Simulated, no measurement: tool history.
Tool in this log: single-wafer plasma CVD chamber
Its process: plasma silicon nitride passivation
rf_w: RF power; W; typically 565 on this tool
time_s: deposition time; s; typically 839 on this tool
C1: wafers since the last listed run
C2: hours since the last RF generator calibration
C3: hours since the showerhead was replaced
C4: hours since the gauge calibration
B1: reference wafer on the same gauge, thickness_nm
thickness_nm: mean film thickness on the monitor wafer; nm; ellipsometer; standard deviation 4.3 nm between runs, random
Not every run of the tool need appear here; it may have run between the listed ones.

{"run": 1, "hour": 0.0, "rf_w": 565, "time_s": 766, "C1": 0, "C2": 897.4, "C3": 6141.6, "C4": 628.9, "B1": 1420.25, "thickness_nm": 1210.366}
{"run": 2, "hour": 31.9, "rf_w": 565, "time_s": 839, "C1": 48, "C2": 929.3, "C3": 6173.5, "C4": 660.8, "B1": 1420.863, "thickness_nm": 1320.809}
{"hour": 62.9, "done": "RF generator calibrated"}
{"run": 3, "hour": 102.3, "rf_w": 565, "time_s": 839, "C1": 94, "C2": 39.4, "C3": 6243.9, "C4": 731.2, "B1": 1418.799, "thickness_nm": 1338.113}
{"run": 4, "hour": 132.1, "rf_w": 565, "time_s": 839, "C1": 45, "C2": 69.2, "C3": 6273.7, "C4": 761.0, "B1": 1420.269, "thickness_nm": 1334.771}
{"run": 5, "hour": 170.7, "rf_w": 565, "time_s": 839, "C1": 58, "C2": 107.8, "C3": 6312.3, "C4": 799.6, "B1": 1419.988, "thickness_nm": 1334.316}
{"run": 6, "hour": 198.2, "rf_w": 565, "time_s": 839, "C1": 41, "C2": 135.3, "C3": 6339.8, "C4": 827.1, "B1": 1420.001, "thickness_nm": 1333.974}
{"run": 7, "hour": 232.7, "rf_w": 565, "time_s": 936, "C1": 52, "C2": 169.8, "C3": 6374.3, "C4": 861.6, "B1": 1417.518, "thickness_nm": 1486.546}
{"run": 8, "hour": 274.0, "rf_w": 565, "time_s": 839, "C1": 62, "C2": 211.1, "C3": 6415.6, "C4": 902.9, "B1": 1419.29, "thickness_nm": 1327.646}
{"run": 9, "hour": 337.6, "rf_w": 565, "time_s": 839, "C1": 96, "C2": 274.7, "C3": 6479.2, "C4": 966.5, "B1": 1420.486, "thickness_nm": 1318.64}
{"run": 10, "hour": 394.8, "rf_w": 565, "time_s": 839, "C1": 86, "C2": 331.9, "C3": 6536.4, "C4": 1023.7, "B1": 1417.911, "thickness_nm": 1331.07}
{"run": 11, "hour": 463.6, "rf_w": 565, "time_s": 839, "C1": 104, "C2": 400.7, "C3": 6605.2, "C4": 1092.5, "B1": 1418.385, "thickness_nm": 1329.305}
{"run": 12, "hour": 515.5, "rf_w": 565, "time_s": 839, "C1": 78, "C2": 452.6, "C3": 6657.1, "C4": 1144.4, "B1": 1419.897, "thickness_nm": 1326.91}
{"run": 13, "hour": 581.6, "rf_w": 565, "time_s": 839, "C1": 100, "C2": 518.7, "C3": 6723.2, "C4": 1210.5, "B1": 1420.075, "thickness_nm": 1324.602}
{"run": 14, "hour": 637.6, "rf_w": 510, "time_s": 839, "C1": 85, "C2": 574.7, "C3": 6779.2, "C4": 1266.5, "B1": 1418.903, "thickness_nm": 1290.197}
{"hour": 680.4, "done": "showerhead replaced"}
{"run": 15, "hour": 700.4, "rf_w": 510, "time_s": 839, "C1": 83, "C2": 637.5, "C3": 20.0, "C4": 1329.3, "B1": 1418.598, "thickness_nm": 1282.447}
{"run": 16, "hour": 767.7, "rf_w": 565, "time_s": 743, "C1": 102, "C2": 704.8, "C3": 87.3, "C4": 1396.6, "B1": 1418.667, "thickness_nm": 1175.934}
{"run": 17, "hour": 804.7, "rf_w": 565, "time_s": 743, "C1": 56, "C2": 741.8, "C3": 124.3, "C4": 1433.6, "B1": 1417.692, "thickness_nm": 1172.245}
{"hour": 818.2, "done": "RF generator calibrated"}
{"run": 18, "hour": 848.9, "rf_w": 565, "time_s": 743, "C1": 55, "C2": 30.7, "C3": 168.5, "C4": 1477.8, "B1": 1421.291, "thickness_nm": 1162.842}
{"run": 19, "hour": 980.7, "rf_w": 565, "time_s": 839, "C1": 200, "C2": 162.5, "C3": 300.3, "C4": 1609.6, "B1": 1419.482, "thickness_nm": 1310.774}
{"run": 20, "hour": 1146.5, "rf_w": 670, "time_s": 894, "C1": 251, "C2": 328.3, "C3": 466.1, "C4": 1775.4, "B1": 1418.339, "thickness_nm": 1456.122}
{"run": 21, "hour": 1213.7, "rf_w": 495, "time_s": 989, "C1": 102, "C2": 395.5, "C3": 533.3, "C4": 1842.6, "B1": 1420.114, "thickness_nm": 1477.622}
{"hour": 1264.1, "done": "RF generator calibrated, repeated, since the last time left the tool worse"}
{"run": 22, "hour": 1284.7, "rf_w": 565, "time_s": 960, "C1": 95, "C2": 20.6, "C3": 604.3, "C4": 1913.6, "B1": 1418.897, "thickness_nm": 1526.312}
{"run": 23, "hour": 1334.0, "rf_w": 670, "time_s": 926, "C1": 74, "C2": 69.9, "C3": 653.6, "C4": 1962.9, "B1": 1417.591, "thickness_nm": 1549.171}
{"run": 24, "hour": 1397.3, "rf_w": 485, "time_s": 793, "C1": 96, "C2": 133.2, "C3": 716.9, "C4": 2026.2, "B1": 1420.054, "thickness_nm": 1215.788}
{"run": 25, "hour": 1463.4, "rf_w": 565, "time_s": 839, "C1": 100, "C2": 199.3, "C3": 783.0, "C4": 2092.3, "B1": 1421.427, "thickness_nm": 1326.741}
{"run": 26, "hour": 1507.2, "rf_w": 565, "time_s": 839, "C1": 66, "C2": 243.1, "C3": 826.8, "C4": 2136.1, "B1": 1420.368, "thickness_nm": 1324.723}
{"run": 27, "hour": 1548.6, "rf_w": 565, "time_s": 839, "C1": 62, "C2": 284.5, "C3": 868.2, "C4": 2177.5, "B1": 1419.918, "thickness_nm": 1327.716}
{"run": 28, "hour": 1575.9, "rf_w": 645, "time_s": 965, "C1": 41, "C2": 311.8, "C3": 895.5, "C4": 2204.8, "B1": 1418.071, "thickness_nm": 1583.853}
{"run": 29, "hour": 1613.7, "rf_w": 510, "time_s": 935, "C1": 57, "C2": 349.6, "C3": 933.3, "C4": 2242.6, "B1": 1420.147, "thickness_nm": 1436.955}
{"hour": 1650.8, "done": "gauge calibrated"}
{"run": 30, "hour": 1679.0, "rf_w": 565, "time_s": 797, "C1": 99, "C2": 414.9, "C3": 998.6, "C4": 28.2, "B1": 1420.955, "thickness_nm": 1264.544}
{"run": 31, "hour": 1727.1, "rf_w": 565, "time_s": 797, "C1": 73, "C2": 463.0, "C3": 1046.7, "C4": 76.3, "B1": 1420.535, "thickness_nm": 1248.777}
{"run": 32, "hour": 1782.1, "rf_w": 565, "time_s": 782, "C1": 83, "C2": 518.0, "C3": 1101.7, "C4": 131.3, "B1": 1418.918, "thickness_nm": 1234.141}
{"run": 33, "hour": 1849.1, "rf_w": 530, "time_s": 761, "C1": 101, "C2": 585.0, "C3": 1168.7, "C4": 198.3, "B1": 1423.087, "thickness_nm": 1178.953}
{"run": 34, "hour": 1874.9, "rf_w": 515, "time_s": 794, "C1": 39, "C2": 610.8, "C3": 1194.5, "C4": 224.1, "B1": 1422.183, "thickness_nm": 1219.915}
{"run": 35, "hour": 1907.6, "rf_w": 565, "time_s": 986, "C1": 49, "C2": 643.5, "C3": 1227.2, "C4": 256.8, "B1": 1419.814, "thickness_nm": 1558.929}
{"run": 36, "hour": 1970.0, "rf_w": 565, "time_s": 963, "C1": 94, "C2": 705.9, "C3": 1289.6, "C4": 319.2, "B1": 1419.301, "thickness_nm": 1527.727}
{"run": 37, "hour": 2019.3, "rf_w": 565, "time_s": 756, "C1": 74, "C2": 755.2, "C3": 1338.9, "C4": 368.5, "B1": 1419.843, "thickness_nm": 1197.385}
{"run": 38, "hour": 2091.0, "rf_w": 525, "time_s": 741, "C1": 108, "C2": 826.9, "C3": 1410.6, "C4": 440.2, "B1": 1420.501, "thickness_nm": 1148.712}
{"hour": 2113.3, "done": "RF generator calibrated"}
{"run": 39, "hour": 2143.2, "rf_w": 530, "time_s": 719, "C1": 67, "C2": 29.9, "C3": 1462.8, "C4": 492.4, "B1": 1421.691, "thickness_nm": 1126.974}
{"run": 40, "hour": 2193.9, "rf_w": 645, "time_s": 941, "C1": 77, "C2": 80.6, "C3": 1513.5, "C4": 543.1, "B1": 1418.63, "thickness_nm": 1549.056}
{"run": 41, "hour": 2310.6, "rf_w": 510, "time_s": 951, "C1": 177, "C2": 197.3, "C3": 1630.2, "C4": 659.8, "B1": 1419.89, "thickness_nm": 1463.41}
{"run": 42, "hour": 2359.3, "rf_w": 640, "time_s": 690, "C1": 73, "C2": 246.0, "C3": 1678.9, "C4": 708.5, "B1": 1422.054, "thickness_nm": 1127.883}

What would each run have given without the hidden state, its run-to-run variation left as it was?
The hidden state here: delivered RF power above the setpoint (%); gauge reads high (%).
run=1 thickness_nm=1229.216
run=2 thickness_nm=1341.458
run=3 thickness_nm=1341.000
run=4 thickness_nm=1339.151
run=5 thickness_nm=1340.423
run=6 thickness_nm=1341.178
run=7 thickness_nm=1495.955
run=8 thickness_nm=1337.345
run=9 thickness_nm=1329.928
run=10 thickness_nm=1343.680
run=11 thickness_nm=1343.071
run=12 thickness_nm=1341.366
run=13 thickness_nm=1339.770
run=14 thickness_nm=1305.461
run=15 thickness_nm=1298.063
run=16 thickness_nm=1190.599
run=17 thickness_nm=1187.021
run=18 thickness_nm=1186.902
run=19 thickness_nm=1344.059
run=20 thickness_nm=1498.284
run=21 thickness_nm=1521.812
run=22 thickness_nm=1529.518
run=23 thickness_nm=1555.405
run=24 thickness_nm=1223.162
run=25 thickness_nm=1337.052
run=26 thickness_nm=1336.255
run=27 thickness_nm=1340.284
run=28 thickness_nm=1599.550
run=29 thickness_nm=1451.987
run=30 thickness_nm=1278.776
run=31 thickness_nm=1263.429
run=32 thickness_nm=1249.185
run=33 thickness_nm=1193.853
run=34 thickness_nm=1235.512
run=35 thickness_nm=1579.121
run=36 thickness_nm=1547.927
run=37 thickness_nm=1213.427
run=38 thickness_nm=1164.339
run=39 thickness_nm=1130.259
run=40 thickness_nm=1556.539
run=41 thickness_nm=1475.354
run=42 thickness_nm=1138.260
